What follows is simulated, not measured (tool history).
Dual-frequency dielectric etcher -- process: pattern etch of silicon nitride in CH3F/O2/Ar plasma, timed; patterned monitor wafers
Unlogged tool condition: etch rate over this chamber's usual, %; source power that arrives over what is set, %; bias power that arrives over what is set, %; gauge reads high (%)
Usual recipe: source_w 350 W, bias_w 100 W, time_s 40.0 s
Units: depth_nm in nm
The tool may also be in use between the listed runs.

| run | day | source_w | bias_w | time_s | wafers since the last listed run | hours since the last wet clean | hours since the last source power generator calibration | hours since the last bias power generator calibration | hours since the last upper electrode change | hours since the gauge calibration | read-back reference wafer on the same gauge, depth_nm | depth_nm |
|---|---|---|---|---|---|---|---|---|---|---|---|---|
| 1 | 0.000 | 350 | 100 | 40.0 | 0 | 269.1 | 1102.1 | 921.2 | 3656.0 | 618.2 | 38.62 | 31.96 |
|  | 2.225 | upper electrode replaced |
| 2 | 2.838 | 350 | 100 | 40.0 | 735 | 337.2 | 1170.2 | 989.3 | 14.7 | 686.3 | 38.63 | 31.54 |
| 3 | 5.529 | 350 | 100 | 40.0 | 1078 | 401.8 | 1234.8 | 1053.9 | 79.3 | 750.9 | 38.57 | 31.81 |
| 4 | 7.550 | 350 | 100 | 40.0 | 809 | 450.3 | 1283.3 | 1102.4 | 127.8 | 799.4 | 38.60 | 31.20 |
|  | 9.825 | wet clean of the chamber |
| 5 | 9.846 | 350 | 100 | 40.0 | 519 | 0.5 | 1338.4 | 1157.5 | 182.9 | 854.5 | 38.59 | 33.08 |
| 6 | 11.238 | 350 | 100 | 40.0 | 557 | 33.9 | 1371.8 | 1190.9 | 216.3 | 887.9 | 38.64 | 32.51 |
| 7 | 12.638 | 390 | 100 | 40.0 | 560 | 67.5 | 1405.4 | 1224.5 | 249.9 | 921.5 | 38.58 | 34.45 |
| 8 | 14.433 | 390 | 100 | 40.0 | 719 | 110.6 | 1448.5 | 1267.6 | 293.0 | 964.6 | 38.62 | 34.58 |
| 9 | 16.825 | 390 | 100 | 40.0 | 957 | 168.0 | 1505.9 | 1325.0 | 350.4 | 1022.0 | 38.64 | 34.30 |
|  | 19.142 | gauge calibrated |
| 10 | 19.442 | 350 | 100 | 40.0 | 1048 | 230.8 | 1568.7 | 1387.8 | 413.2 | 7.2 | 38.61 | 32.11 |
| 11 | 21.233 | 350 | 124 | 49.0 | 717 | 273.8 | 1611.7 | 1430.8 | 456.2 | 50.2 | 38.63 | 43.13 |
| 12 | 22.592 | 350 | 79 | 37.0 | 544 | 306.4 | 1644.3 | 1463.4 | 488.8 | 82.8 | 38.61 | 26.19 |
| 13 | 24.000 | 350 | 100 | 40.0 | 564 | 340.2 | 1678.1 | 1497.2 | 522.6 | 116.6 | 38.60 | 31.36 |
| 14 | 26.367 | 430 | 122 | 40.0 | 947 | 397.0 | 1734.9 | 1554.0 | 579.4 | 173.4 | 38.56 | 38.21 |
|  | 29.012 | wet clean of the chamber |
| 15 | 29.033 | 350 | 100 | 40.0 | 667 | 0.5 | 1798.9 | 1618.0 | 643.4 | 237.4 | 38.60 | 32.75 |
| 16 | 29.983 | 290 | 100 | 40.0 | 380 | 23.3 | 1821.7 | 1640.8 | 666.2 | 260.2 | 38.62 | 29.12 |
| 17 | 31.571 | 410 | 100 | 40.0 | 635 | 61.4 | 1859.8 | 1678.9 | 704.3 | 298.3 | 38.62 | 35.69 |
| 18 | 34.533 | 350 | 100 | 40.0 | 1186 | 132.5 | 1930.9 | 1750.0 | 775.4 | 369.4 | 38.63 | 32.43 |
| 19 | 35.546 | 350 | 100 | 40.0 | 405 | 156.8 | 1955.2 | 1774.3 | 799.7 | 393.7 | 38.61 | 32.07 |
| 20 | 37.588 | 380 | 100 | 47.0 | 817 | 205.8 | 2004.2 | 1823.3 | 848.7 | 442.7 | 38.57 | 39.50 |
| 21 | 38.721 | 330 | 124 | 48.0 | 453 | 233.0 | 2031.4 | 1850.5 | 875.9 | 469.9 | 38.56 | 41.41 |
| 22 | 39.800 | 350 | 100 | 40.0 | 432 | 258.9 | 2057.3 | 1876.4 | 901.8 | 495.8 | 38.62 | 32.10 |
| 23 | 42.421 | 350 | 115 | 40.0 | 1049 | 321.8 | 2120.2 | 1939.3 | 964.7 | 558.7 | 38.62 | 33.59 |
|  | 44.488 | source power generator calibrated |
|  | 45.333 | bias power generator calibrated |
| 24 | 45.354 | 350 | 86 | 40.0 | 1041 | 392.2 | 20.8 | 0.5 | 1035.1 | 629.1 | 38.60 | 29.47 |
| 25 | 46.938 | 370 | 110 | 45.0 | 634 | 430.2 | 58.8 | 38.5 | 1073.1 | 667.1 | 38.58 | 37.53 |
|  | 50.233 | wet clean of the chamber |
| 26 | 55.771 | 430 | 100 | 34.5 | 3137 | 132.9 | 270.8 | 250.5 | 1285.1 | 879.1 | 38.60 | 31.69 |
| 27 | 57.442 | 350 | 100 | 40.0 | 669 | 173.0 | 310.9 | 290.6 | 1325.2 | 919.2 | 38.62 | 32.43 |
| 28 | 60.208 | 350 | 123 | 34.0 | 1108 | 239.4 | 377.3 | 357.0 | 1391.6 | 985.6 | 38.62 | 30.51 |
| 29 | 61.488 | 350 | 90 | 47.5 | 512 | 270.1 | 408.0 | 387.7 | 1422.3 | 1016.3 | 38.60 | 36.32 |
| 30 | 63.533 | 410 | 100 | 43.0 | 819 | 319.2 | 457.1 | 436.8 | 1471.4 | 1065.4 | 38.59 | 37.53 |

What if the next run were any one of these 4? Each begins from the tool's condition after run 30:
| A | 63.550 | 350 | 100 | 47.0 | 6 | 319.6 | 457.5 | 437.2 | 1471.8 | 1065.8 | ? | ? |
| B | 63.550 | 320 | 100 | 40.0 | 6 | 319.6 | 457.5 | 437.2 | 1471.8 | 1065.8 | ? | ? |
| C | 63.550 | 440 | 124 | 49.5 | 6 | 319.6 | 457.5 | 437.2 | 1471.8 | 1065.8 | ? | ? |
| D | 63.550 | 380 | 100 | 40.0 | 6 | 319.6 | 457.5 | 437.2 | 1471.8 | 1065.8 | ? | ? |

| run | read-back reference wafer on the same gauge, depth_nm | depth_nm |
|---|---|---|
| A | 38.60 | 37.76 |
| B | 38.60 | 30.54 |
| C | 38.60 | 49.56 |
| D | 38.60 | 33.61 |
Without the tool's unlogged condition, the same runs would have read:
| run | depth_nm |
|---|---|
| A | 39.05 |
| B | 31.58 |
| C | 51.25 |
| D | 34.75 |
